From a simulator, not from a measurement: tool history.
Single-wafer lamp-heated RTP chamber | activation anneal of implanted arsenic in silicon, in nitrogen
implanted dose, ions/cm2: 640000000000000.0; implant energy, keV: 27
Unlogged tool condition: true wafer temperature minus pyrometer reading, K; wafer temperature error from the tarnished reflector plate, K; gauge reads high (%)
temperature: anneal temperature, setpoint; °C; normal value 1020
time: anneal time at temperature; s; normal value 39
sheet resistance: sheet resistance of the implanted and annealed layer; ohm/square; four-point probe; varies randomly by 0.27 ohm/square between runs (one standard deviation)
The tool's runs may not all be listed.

| run | day | temperature | time | wafers since the last listed run | wafers since the last pyrometer calibration | wafers since the reflector plate was cleaned | hours since the gauge calibration | read-back reference wafer on the same gauge, sheet resistance | sheet resistance |
|---|---|---|---|---|---|---|---|---|---|
| 1 | 0 | 1020 | 21 | 0 | 2602 | 9654 | 322.7 | 134.11 | 142.62 |
| 2 | 1.712 | 1020 | 21 | 366 | 2969 | 10021 | 363.8 | 133.95 | 142.4 |
| 3 | 2.721 | 1041 | 28 | 215 | 3185 | 10237 | 388 | 133.96 | 138.38 |
| 4 | 5.096 | 1020 | 39 | 508 | 3693 | 10745 | 445 | 133.98 | 139.89 |
|  | 6.321 | pyrometer window cleaned and pyrometer calibrated |
| 5 | 6.7 | 1020 | 39 | 272 | 81 | 11017 | 483.5 | 133.93 | 140.9 |
| 6 | 7.758 | 1020 | 39 | 226 | 307 | 11244 | 508.9 | 133.97 | 140.98 |
| 7 | 10.396 | 1020 | 39 | 564 | 872 | 11809 | 572.2 | 134.05 | 139.51 |
| 8 | 11.671 | 1020 | 39 | 273 | 1145 | 12082 | 602.8 | 133.99 | 139.95 |
| 9 | 14.383 | 1030 | 25 | 580 | 1726 | 12663 | 667.9 | 134.08 | 141.03 |
| 10 | 17.154 | 1030 | 25 | 593 | 2319 | 13256 | 734.4 | 133.96 | 140.79 |
| 11 | 18.254 | 1030 | 25 | 235 | 2555 | 13492 | 760.8 | 134.04 | 140.6 |
| 12 | 19.583 | 992 | 47 | 284 | 2840 | 13777 | 792.7 | 133.95 | 141.93 |
| 13 | 21.683 | 1030 | 48 | 449 | 3289 | 14226 | 843.1 | 134.03 | 137.23 |
|  | 22.171 | reflector plate cleaned |
| 14 | 23.829 | 996 | 16 | 388 | 3678 | 355 | 894.6 | 134.02 | 145.44 |
|  | 24.883 | pyrometer window cleaned and pyrometer calibrated |
| 15 | 25.671 | 1047 | 50 | 323 | 168 | 678 | 938.8 | 134 | 136.04 |
| 16 | 27.792 | 1020 | 50 | 454 | 622 | 1132 | 989.7 | 133.9 | 138.79 |
|  | 28.688 | gauge calibrated |
| 17 | 30.021 | 1020 | 39 | 477 | 1100 | 1610 | 32 | 134.07 | 140.16 |
| 18 | 31.833 | 1040 | 39 | 388 | 1488 | 1998 | 75.5 | 133.96 | 137.22 |
| 19 | 34.517 | 1009 | 54 | 574 | 2063 | 2572 | 139.9 | 133.92 | 138.9 |
| 20 | 37.117 | 1020 | 39 | 556 | 2619 | 3129 | 202.3 | 133.96 | 139.32 |
| 21 | 39.7 | 1004 | 17 | 553 | 3173 | 3683 | 264.3 | 133.99 | 144.9 |
| 22 | 41.946 | 1020 | 39 | 480 | 3654 | 4164 | 318.2 | 133.89 | 139.31 |
| 23 | 43.317 | 991 | 55 | 293 | 3947 | 4457 | 351.1 | 133.96 | 141.1 |

Below, each run's measurement less what the same run would have read without the hidden state. Both values contain the same run-to-run variation, but the gauge's scatter may not be the same in both:
| run | sheet resistance |
|---|---|
| 1 | -1.23 |
| 2 | -1.28 |
| 3 | -1.52 |
| 4 | -1.52 |
| 5 | -0.1 |
| 6 | -0.3 |
| 7 | -0.67 |
| 8 | -0.82 |
| 9 | -0.99 |
| 10 | -1.12 |
| 11 | -1.16 |
| 12 | -1.19 |
| 13 | -1.5 |
| 14 | -1.24 |
| 15 | -0.45 |
| 16 | -0.75 |
| 17 | -0.97 |
| 18 | -1.29 |
| 19 | -1.34 |
| 20 | -1.42 |
| 21 | -1.33 |
| 22 | -1.54 |
| 23 | -1.5 |
